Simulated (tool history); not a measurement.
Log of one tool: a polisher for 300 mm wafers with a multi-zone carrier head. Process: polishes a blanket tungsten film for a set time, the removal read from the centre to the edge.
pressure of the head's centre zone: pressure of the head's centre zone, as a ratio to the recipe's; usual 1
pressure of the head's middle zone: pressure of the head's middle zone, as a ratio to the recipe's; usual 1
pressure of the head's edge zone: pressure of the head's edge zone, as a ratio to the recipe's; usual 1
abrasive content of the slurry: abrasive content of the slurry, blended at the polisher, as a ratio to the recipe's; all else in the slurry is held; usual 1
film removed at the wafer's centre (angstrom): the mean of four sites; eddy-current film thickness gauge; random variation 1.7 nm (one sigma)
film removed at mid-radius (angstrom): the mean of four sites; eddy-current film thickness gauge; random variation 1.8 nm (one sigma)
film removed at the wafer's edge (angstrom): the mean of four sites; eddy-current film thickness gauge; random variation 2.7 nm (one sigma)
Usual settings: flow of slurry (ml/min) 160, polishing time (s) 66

run,hour,flow of slurry (ml/min),pressure of the head's centre zone,pressure of the head's middle zone,pressure of the head's edge zone,abrasive content of the slurry,polishing time (s),wafers since the last listed run,wafers polished on this pad,hours since the slurry nozzle was cleaned,hours since the centre zone pressure was calibrated,hours since the edge zone pressure was calibrated,hours since the carrier head's membrane was replaced,"incoming thickness of the incoming film, nm",film removed at the wafer's centre (angstrom),film removed at mid-radius (angstrom),film removed at the wafer's edge (angstrom)
1,0,160,1,1,1,1,66,0,972,237,1423,1300.5,409.4,1189.9,1921,2138,2168
# hour 3.9: centre zone pressure recalibrated
2,10.7,160,1,1.08,1,1,66,66,1039,247.7,6.8,1311.2,420.1,1187.8,2227,2251,2157
3,17.2,160,1,1,1,1,66,49,1088,254.2,13.3,1317.7,426.6,1199.7,2229,2142,2186
# hour 25.8: slurry nozzle cleaned
4,28.5,160,1,1,1,1,66,78,1167,2.7,24.6,1329,437.9,1176.7,2219,2144,2217
# hour 36.1: worn pad replaced by a new one
5,42.1,185,0.92,1,1,1,45,73,45,16.3,38.2,1342.6,451.5,1171.1,1419,1490,1521
# hour 57: carrier head's membrane replaced by a new one
6,57.5,120,1,1,1,1,66,79,125,31.7,53.6,1358,0.5,1187.2,2127,2041,2143
7,65.9,140,0.97,1,1,1.15,66,64,189,40.1,62,1366.4,8.9,1174.3,2202,2185,2236
8,76.9,160,1,1,1,1,66,83,273,51.1,73,1377.4,19.9,1197.2,2194,2130,2142
9,84.7,160,1,1,1,1,66,59,332,58.9,80.8,1385.2,27.7,1174.2,2183,2142,2210
10,94.3,160,1,1.11,1,1.15,66,73,405,68.5,90.4,1394.8,37.3,1185.6,2269,2413,2236
11,109.4,160,1,1,1,1,66,115,521,83.6,105.5,1409.9,52.4,1169.8,2181,2107,2141
12,119.1,160,1,1,1,1,66,74,595,93.3,115.2,1419.6,62.1,1192.7,2202,2126,2174
13,133.2,160,1,1,1,1,66,107,702,107.4,129.3,1433.7,76.2,1168.7,2207,2143,2192
# hour 139.8: edge zone pressure recalibrated
14,141,160,1,0.94,1,0.9,88,44,747,115.2,137.1,1.2,84,1183.7,2811,2620,2805
15,193.2,160,0.9,0.92,1,1,49,398,1145,167.4,189.3,53.4,136.2,1182.3,1468,1490,1639
16,202.2,135,0.96,1,0.94,1,66,68,1214,176.4,198.3,62.4,145.2,1205.2,2060,2073,2061
17,214,160,1,1,1,1,44,90,1304,188.2,210.1,74.2,157,1176.1,1454,1420,1467
# hour 228.5: worn pad replaced by a new one
18,229,160,1.05,0.92,1,0.85,80,83,4,203.2,225.1,89.2,172,1169.3,2624,2275,2561
19,237.1,160,1,1,1.05,1,66,61,65,211.3,233.2,97.3,180.1,1169.1,2156,2128,2261
20,251.3,160,1,1,1.1,1,66,108,174,225.5,247.4,111.5,194.3,1168.6,2157,2100,2338
21,268.3,140,1,1,1,1,66,129,304,242.5,264.4,128.5,211.3,1156.4,2123,2097,2198
22,274.6,160,1,1,1,1,66,48,352,248.8,270.7,134.8,217.6,1187.1,2170,2130,2176

Forecast each of these 4 alternatives for the next run:
A,275.1,160,1,0.92,1,1,66,3,355,249.3,271.2,135.3,218.1,1187.3,?,?,?
B,275.1,160,1,1,0.88,1,66,3,355,249.3,271.2,135.3,218.1,1187.3,?,?,?
C,275.1,160,1,1,0.93,1,53,3,355,249.3,271.2,135.3,218.1,1187.3,?,?,?
D,275.1,160,1,1,1,1.3,66,3,355,249.3,271.2,135.3,218.1,1187.3,?,?,?

run,film removed at the wafer's centre (angstrom),film removed at mid-radius (angstrom),film removed at the wafer's edge (angstrom)
A,2165,1984,2168
B,2166,2129,2040
C,1740,1709,1680
D,2322,2282,2322
Without the tool's hidden state the same runs would have given:
run,film removed at the wafer's centre (angstrom),film removed at mid-radius (angstrom),film removed at the wafer's edge (angstrom)
A,2193,1984,2168
B,2194,2128,2040
C,1762,1709,1680
D,2352,2282,2322
